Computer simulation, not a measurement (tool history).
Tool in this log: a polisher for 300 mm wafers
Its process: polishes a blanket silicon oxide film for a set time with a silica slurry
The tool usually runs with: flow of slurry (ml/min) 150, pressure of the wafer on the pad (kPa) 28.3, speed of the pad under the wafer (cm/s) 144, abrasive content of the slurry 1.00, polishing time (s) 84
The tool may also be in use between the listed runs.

run    hour  flow of slurry (ml/min)  pressure of the wafer on the pad (kPa)  speed of the pad under the wafer (cm/s)  abrasive content of the slurry  polishing time (s)  incoming thickness of the incoming film, nm  film removed (angstrom)
  1     0.0                      125                                    28.3                                      164                            1.00                  84                                       1238.8                     2505
       19.6  -- head pressure recalibrated
  2    48.6                      150                                    28.3                                      144                            1.00                  84                                       1236.2                     2353
  3    90.4                      150                                    28.3                                      144                            1.00                  84                                       1244.7                     2307
  4   153.6                      150                                    28.3                                      144                            1.00                  84                                       1241.7                     2316
  5   194.7                      150                                    28.3                                      144                            1.00                  84                                       1247.7                     2291
  6   296.0                      150                                    28.3                                      144                            1.00                  84                                       1249.9                     2347
      386.4  -- worn pad replaced by a new one, repeated, since the last time left the tool worse
  7   386.9                      150                                    28.3                                      118                            0.75                  76                                       1246.6                     1968
      391.3  -- slurry nozzle cleaned
  8   431.4                      150                                    28.3                                      144                            1.00                  84                                       1231.7                     2686
      476.8  -- slurry blender recalibrated
      477.1  -- conditioning disc replaced and pad reconditioned
  9   509.5                      150                                    24.8                                      110                            1.30                  84                                       1219.1                     2240
 10   616.1                      195                                    28.3                                      144                            1.00                 101                                       1260.0                     3308
 11   686.0                      150                                    33.1                                      144                            1.00                 108                                       1250.3                     3917
 12   743.1                      105                                    19.3                                      144                            1.10                  63                                       1259.3                     1433
      821.2  -- slurry nozzle cleaned
 13   831.1                      150                                    28.3                                      144                            1.00                  84                                       1244.8                     2562
 14   888.0                      150                                    28.3                                      100                            1.20                  95                                       1238.9                     2460
      899.8  -- worn pad replaced by a new one
      905.0  -- slurry blender recalibrated
      956.4  -- conditioning disc replaced and pad reconditioned
 15   967.9                      150                                    24.8                                      144                            1.00                 102                                       1246.0                     3011
      977.3  -- head pressure recalibrated
 16  1024.4                      150                                    35.2                                      144                            1.20                 108                                       1243.0                     4269
 17  1112.7                      150                                    37.2                                      108                            1.00                 105                                       1213.1                     3431
 18  1155.9                      150                                    24.8                                      110                            1.30                  84                                       1223.1                     2188
     1205.0  -- slurry nozzle cleaned
 19  1218.8                      150                                    28.3                                      144                            1.00                  84                                       1244.0                     2643
 20  1271.0                      150                                    28.3                                      122                            1.00                  61                                       1248.0                     1669
     1311.3  -- worn pad replaced by a new one
 21  1321.7                      170                                    22.8                                      192                            1.00                  93                                       1247.9                     3259

Forecast run 22:
     1369.1  -- slurry blender recalibrated
 22  1427.7                      175                                    24.1                                      144                            1.00                 111                                       1214.1                        ?

Run 22 measured film removed (angstrom) 3241.
Were there no unlogged condition in the tool, this run, its random variation unchanged, would have produced film removed (angstrom) 3296.

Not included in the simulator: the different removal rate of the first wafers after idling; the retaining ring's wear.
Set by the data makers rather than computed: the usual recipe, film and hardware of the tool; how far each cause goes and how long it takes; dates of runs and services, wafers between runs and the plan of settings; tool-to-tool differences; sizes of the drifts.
